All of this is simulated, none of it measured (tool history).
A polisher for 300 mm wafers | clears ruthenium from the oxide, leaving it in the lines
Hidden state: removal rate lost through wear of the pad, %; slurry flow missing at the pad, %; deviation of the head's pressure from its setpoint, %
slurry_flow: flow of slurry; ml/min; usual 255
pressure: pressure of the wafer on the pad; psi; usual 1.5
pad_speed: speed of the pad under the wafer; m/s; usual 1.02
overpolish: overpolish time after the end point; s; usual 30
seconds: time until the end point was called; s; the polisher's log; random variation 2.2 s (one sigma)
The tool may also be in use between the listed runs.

run	hour	slurry_flow	pressure	pad_speed	overpolish	wafers since the last listed run	wafers polished on this pad	hours since the slurry nozzle was cleaned	hours since the head pressure was calibrated	incoming thickness of the incoming film, nm	seconds
1	0	255	1.5	1.02	30	0	724	417.7	341.5	111.3	131.5
# hour 19.1: slurry nozzle cleaned
2	19.6	255	1.5	1.02	30	133	858	0.5	361.1	110.6	131.7
3	41.3	255	1.5	1.02	30	156	1014	22.2	382.8	110.8	130.7
4	65.9	255	1.5	1.02	30	177	1191	46.8	407.4	111.8	133.1
# hour 95.3: worn pad replaced by a new one
5	160.9	255	1.5	1.02	30	654	472	141.8	502.4	109.9	129.5
6	186.7	255	1.5	1.02	30	185	657	167.6	528.2	109.6	133.6
7	204.7	255	1.5	1.02	30	129	787	185.6	546.2	109.4	128.1
8	239	255	1.4	1.02	30	246	1034	219.9	580.5	109.7	136
9	265.4	255	1.4	1.02	30	189	1224	246.3	606.9	108.5	134.5
# hour 278.3: worn pad replaced by a new one
10	278.8	255	1.5	1.02	30	67	3	259.7	620.3	109.3	128.5
11	306.6	255	1.5	1.02	30	200	203	287.5	648.1	109.5	125.7
12	336.4	255	1.5	1.02	30	214	417	317.3	677.9	109.2	125.6
13	359.2	255	1.5	1.02	30	164	581	340.1	700.7	111.3	131.5
14	387.9	255	1.5	1.02	30	206	788	368.8	729.4	111.2	131.4
15	408.5	255	1.5	1.02	30	148	936	389.4	750	110.2	129
# hour 412: head pressure recalibrated
# hour 419.2: slurry nozzle cleaned
16	436.2	255	1.5	1.02	30	177	1114	17	24.2	112	135.7
17	449.7	255	1.5	1.02	30	97	1211	30.5	37.7	110.7	128
18	467.9	320	1.1	1.16	44	130	1342	48.7	55.9	109.5	142.5
# hour 481.3: worn pad replaced by a new one
19	496.8	255	1.5	1.02	30	179	111	77.6	84.8	108.6	126.4
20	524.1	255	1.2	1.02	48	196	308	104.9	112.1	110.1	154.3
21	554.8	255	1.5	1.02	30	220	528	135.6	142.8	110.5	129.6
22	569.3	255	1.7	1.16	20	104	633	150.1	157.3	109.1	105
23	581.6	310	1.1	1.16	48	88	721	162.4	169.6	110.4	142.1
24	597.8	335	2	1.16	19	116	838	178.6	185.8	111.6	90.9
25	612.5	255	1.8	1.02	41	105	944	193.3	200.5	109.7	115.5
26	646.2	255	2	1.02	43	242	1186	227	234.2	108.1	99.9
27	660.6	255	1.5	1.02	30	103	1290	241.4	248.6	108.7	125.3
28	675.4	310	1.1	1.16	48	106	1396	256.2	263.4	110.5	141.3
# hour 701.7: worn pad replaced by a new one
29	705.7	310	1.2	1.02	39	189	28	286.5	293.7	111.8	150.8
30	740.6	255	1.5	1.02	30	251	279	321.4	328.6	109.9	130
31	753.7	255	1.5	1.02	30	94	373	334.5	341.7	108.7	130.8
32	786.8	255	1.5	0.78	30	238	612	367.6	374.8	110.2	167.4
# hour 795.3: slurry nozzle cleaned
33	804.7	335	1.9	1.32	18	121	733	9.4	392.7	108.9	78.7
34	824.5	255	1.7	1.02	30	142	876	29.2	412.5	111.7	121.5

Forecast each of these 3 alternatives for the next run:
A	825	255	1.5	1.02	30	3	879	29.7	413	111	?
B	825	230	1.2	0.68	17	3	879	29.7	413	111	?
C	825	255	1.2	1.32	43	3	879	29.7	413	111	?

run	seconds
A	128.6
B	227.8
C	116.2
Without the tool's hidden state the same runs would have given:
run	seconds
A	128.6
B	227.8
C	116.2

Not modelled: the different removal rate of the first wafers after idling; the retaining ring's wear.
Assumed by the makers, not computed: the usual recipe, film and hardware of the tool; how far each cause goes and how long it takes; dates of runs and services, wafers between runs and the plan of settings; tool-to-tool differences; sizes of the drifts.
